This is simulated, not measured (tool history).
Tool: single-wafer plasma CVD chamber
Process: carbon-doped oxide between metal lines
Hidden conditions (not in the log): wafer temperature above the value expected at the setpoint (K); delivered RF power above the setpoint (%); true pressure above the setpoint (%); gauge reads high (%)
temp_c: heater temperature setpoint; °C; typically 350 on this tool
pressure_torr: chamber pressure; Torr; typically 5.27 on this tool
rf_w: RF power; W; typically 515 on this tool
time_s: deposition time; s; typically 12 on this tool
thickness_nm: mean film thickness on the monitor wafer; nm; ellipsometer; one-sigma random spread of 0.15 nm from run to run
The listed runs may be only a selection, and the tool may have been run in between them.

run   hour  temp_c  pressure_torr  rf_w  time_s  wafers since the last listed run  hours since the last thermocouple change  hours since the last RF generator calibration  hours since the last manometer calibration  hours since the showerhead was replaced  hours since the gauge calibration  read-back reference wafer on the same gauge, thickness_nm  thickness_nm
  1      0     350           5.27   515      12                                 0                                    1674.6                                         1410.3                                      1343.1                                   3212.3                              395.4                                                     67.115        62.805
  2   18.8     350           4.75   485      12                               633                                    1693.4                                         1429.1                                      1361.9                                   3231.1                              414.2                                                     67.115        58.525
  3   49.7     350           4.75   485      12                              1040                                    1724.3                                           1460                                      1392.8                                     3262                              445.1                                                     67.052         58.56
  4   70.7     350           5.27   515      12                               707                                    1745.3                                           1481                                      1413.8                                     3283                              466.1                                                     67.116        62.727
        95  -- RF generator calibrated
  5  106.5     350           5.27   515      12                               936                                    1781.1                                           11.5                                      1449.6                                   3318.8                              501.9                                                     67.103        61.485
  6  119.1     350           5.27   515      12                               424                                    1793.7                                           24.1                                      1462.2                                   3331.4                              514.5                                                     67.139        61.581
  7  132.8     336           5.78   515    12.7                               461                                    1807.4                                           37.8                                      1475.9                                   3345.1                              528.2                                                     67.154         68.85
  8  148.4     336           5.27   515      12                               525                                      1823                                           53.4                                      1491.5                                   3360.7                              543.8                                                     67.118        63.992
     169.5  -- capacitance manometer re-zeroed and calibrated
  9    184     350           5.27   515      12                               929                                    1858.6                                             89                                        14.5                                   3396.3                              579.4                                                     67.096        61.403
     196.2  -- showerhead replaced
 10    217     350           6.25   445    14.3                               841                                    1891.6                                            122                                        47.5                                     20.8                              612.4                                                     67.115        64.214
     225.5  -- RF generator calibrated, repeated, since the last time left the tool worse
 11  246.4     345           4.47   515    13.3                               720                                      1921                                           20.9                                        76.9                                     50.2                              641.8                                                     67.085        70.987
 12  258.6     350           5.27   515    11.2                               410                                    1933.2                                           33.1                                        89.1                                     62.4                                654                                                     67.085        60.855
     271.9  -- thermocouple changed; heater temperature recalibrated
 13  318.8     350           5.27   600    10.6                              1757                                      46.9                                           93.3                                       149.3                                    122.6                              714.2                                                     67.093        65.376
 14    338     350           5.27   515      12                               646                                      66.1                                          112.5                                       168.5                                    141.8                              733.4                                                     67.056        64.801
 15  352.4     343           5.81   480    12.9                               484                                      80.5                                          126.9                                       182.9                                    156.2                              747.8                                                     67.159        67.471
 16    372     350           5.27   515      12                               659                                     100.1                                          146.5                                       202.5                                    175.8                              767.4                                                     67.072         64.44
 17  406.7     350           4.08   515    10.1                              1168                                     134.8                                          181.2                                       237.2                                    210.5                              802.1                                                      67.07        52.257
     413.2  -- gauge calibrated
 18  420.1     350            4.7   425      12                               451                                     148.2                                          194.6                                       250.6                                    223.9                                6.9                                                     67.094        52.233
 19  453.4     350           6.48   560    10.7                              1121                                     181.5                                          227.9                                       283.9                                    257.2                               40.2                                                     67.038        63.533
 20  478.8     350           5.27   515      12                               855                                     206.9                                          253.3                                       309.3                                    282.6                               65.6                                                     67.094        64.517
 21  505.5     350           5.27   515      12                               899                                     233.6                                            280                                         336                                    309.3                               92.3                                                     67.097        64.581
 22  531.8     362           5.27   435      12                               885                                     259.9                                          306.3                                       362.3                                    335.6                              118.6                                                      67.13        52.583
 23  566.9     355           5.27   515      10                              1181                                       295                                          341.4                                       397.4                                    370.7                              153.7                                                     67.071        53.244
 24  583.7     350           4.53   595      12                               565                                     311.8                                          358.2                                       414.2                                    387.5                              170.5                                                     67.085        71.025

Run 25 comes next. What will it give?
 25  607.3     350           5.27   430    14.4                               794                                     335.4                                          381.8                                       437.8                                    411.1                              194.1                                                          ?             ?

read-back reference wafer on the same gauge, thickness_nm: 67.133
thickness_nm: 64.182 nm
If the tool had no hidden condition, the same run with the same run-to-run variation would have returned thickness_nm 64.723 nm.

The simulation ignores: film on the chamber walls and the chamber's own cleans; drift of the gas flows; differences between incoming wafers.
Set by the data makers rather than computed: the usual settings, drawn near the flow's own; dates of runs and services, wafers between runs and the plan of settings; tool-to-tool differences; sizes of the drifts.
